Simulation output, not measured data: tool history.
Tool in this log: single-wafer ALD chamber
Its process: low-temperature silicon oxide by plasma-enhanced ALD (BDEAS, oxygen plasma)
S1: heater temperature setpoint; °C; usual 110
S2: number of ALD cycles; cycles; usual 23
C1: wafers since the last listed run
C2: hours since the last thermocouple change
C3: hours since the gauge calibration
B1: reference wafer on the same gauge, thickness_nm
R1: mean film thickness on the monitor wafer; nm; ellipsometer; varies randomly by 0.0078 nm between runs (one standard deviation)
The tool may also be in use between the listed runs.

Run 1, hour 0.0: usual settings but S1 114 °C, S2 20 cycles; C1 0; C2 1961.0; C3 558.9; B1 2.620. Result: R1 2.692 nm.
Run 2, hour 35.6: usual settings but S1 114 °C, S2 20 cycles; C1 501; C2 1996.6; C3 594.5; B1 2.620. Result: R1 2.700 nm.
Run 3, hour 61.0: usual settings but S2 21 cycles; C1 357; C2 2022.0; C3 619.9; B1 2.619. Result: R1 2.842 nm.
Run 4, hour 96.2: usual settings but S2 21 cycles; C1 495; C2 2057.2; C3 655.1; B1 2.620. Result: R1 2.833 nm.
Run 5, hour 115.7: usual settings but S1 102 °C; C1 274; C2 2076.7; C3 674.6; B1 2.620. Result: R1 3.159 nm.
Run 6, hour 132.2: usual settings but S1 102 °C; C1 232; C2 2093.2; C3 691.1; B1 2.622. Result: R1 3.152 nm.
Run 7, hour 165.1: usual settings; C1 463; C2 2126.1; C3 724.0; B1 2.619. Result: R1 3.126 nm.
Run 8, hour 197.6: usual settings but S1 120 °C; C1 457; C2 2158.6; C3 756.5; B1 2.618. Result: R1 3.071 nm.
Run 9, hour 219.6: usual settings but S1 120 °C; C1 309; C2 2180.6; C3 778.5; B1 2.620. Result: R1 3.048 nm.
Run 10, hour 253.4: usual settings but S1 122 °C; C1 476; C2 2214.4; C3 812.3; B1 2.618. Result: R1 3.037 nm.
Run 11, hour 271.0: usual settings; C1 247; C2 2232.0; C3 829.9; B1 2.619. Result: R1 3.116 nm.
Run 12, hour 287.1: usual settings; C1 226; C2 2248.1; C3 846.0; B1 2.620. Result: R1 3.109 nm.
Run 13, hour 317.2: usual settings; C1 424; C2 2278.2; C3 876.1; B1 2.620. Result: R1 3.126 nm.
Run 14, hour 347.9: usual settings; C1 432; C2 2308.9; C3 906.8; B1 2.621. Result: R1 3.107 nm.
At hour 350.9: gauge calibrated.
Run 15, hour 377.1: usual settings; C1 411; C2 2338.1; C3 26.2; B1 2.619. Result: R1 3.114 nm.
Run 16, hour 413.6: usual settings but S1 105 °C, S2 27 cycles; C1 514; C2 2374.6; C3 62.7; B1 2.619. Result: R1 3.695 nm.
At hour 428.9: thermocouple changed; heater temperature recalibrated.
Run 17, hour 439.0: usual settings but S1 97 °C; C1 245; C2 10.1; C3 88.1; B1 2.618. Result: R1 3.236 nm.
Run 18, hour 456.6: usual settings but S1 105 °C, S2 25 cycles; C1 247; C2 27.7; C3 105.7; B1 2.619. Result: R1 3.423 nm.
Run 19, hour 484.1: usual settings but S1 103 °C, S2 19 cycles; C1 387; C2 55.2; C3 133.2; B1 2.621. Result: R1 2.621 nm.
Run 20, hour 499.9: usual settings; C1 222; C2 71.0; C3 149.0; B1 2.619. Result: R1 3.126 nm.
Run 21, hour 522.3: usual settings; C1 315; C2 93.4; C3 171.4; B1 2.620. Result: R1 3.118 nm.
Run 22, hour 545.4: usual settings but S1 123 °C, S2 27 cycles; C1 325; C2 116.5; C3 194.5; B1 2.621. Result: R1 3.548 nm.
Run 23, hour 564.7: usual settings but S1 124 °C, S2 19 cycles; C1 271; C2 135.8; C3 213.8; B1 2.620. Result: R1 2.494 nm.
Run 24, hour 585.8: usual settings; C1 297; C2 156.9; C3 234.9; B1 2.621. Result: R1 3.115 nm.
Run 25, hour 611.6: usual settings but S1 118 °C, S2 27 cycles; C1 363; C2 182.7; C3 260.7; B1 2.621. Result: R1 3.590 nm.
Run 26, hour 647.4: usual settings but S1 121 °C, S2 26 cycles; C1 504; C2 218.5; C3 296.5; B1 2.620. Result: R1 3.444 nm.
Run 27, hour 666.1: usual settings but S1 114 °C, S2 20 cycles; C1 263; C2 237.2; C3 315.2; B1 2.619. Result: R1 2.684 nm.
Run 28, hour 701.5: usual settings but S1 123 °C; C1 498; C2 272.6; C3 350.6; B1 2.619. Result: R1 3.031 nm.
Run 29, hour 735.8: usual settings but S1 115 °C, S2 22 cycles; C1 483; C2 306.9; C3 384.9; B1 2.620. Result: R1 2.955 nm.
Run 30, hour 763.5: usual settings but S1 119 °C, S2 26 cycles; C1 390; C2 334.6; C3 412.6; B1 2.620. Result: R1 3.463 nm.
Run 31, hour 793.5: usual settings but S1 124 °C, S2 24 cycles; C1 422; C2 364.6; C3 442.6; B1 2.618. Result: R1 3.166 nm.

Each row is a separate what-if for the run after 31, all from the same tool condition, not one after another. Results?
Run A, hour 793.9: usual settings but S1 118 °C; C1 5; C2 365.0; C3 443.0; B1 ?. Result: R1 ?.
Run B, hour 793.9: usual settings but S1 104 °C, S2 21 cycles; C1 5; C2 365.0; C3 443.0; B1 ?. Result: R1 ?.
Run C, hour 793.9: usual settings but S1 121 °C; C1 5; C2 365.0; C3 443.0; B1 ?. Result: R1 ?.
Run D, hour 793.9: usual settings but S1 114 °C, S2 26 cycles; C1 5; C2 365.0; C3 443.0; B1 ?. Result: R1 ?.

run     B1     R1
  A  2.622  3.076
  B  2.622  2.892
  C  2.622  3.056
  D  2.622  3.507
With no hidden state in the tool, these same runs would have given:
run     R1
  A  3.076
  B  2.892
  C  3.056
  D  3.507
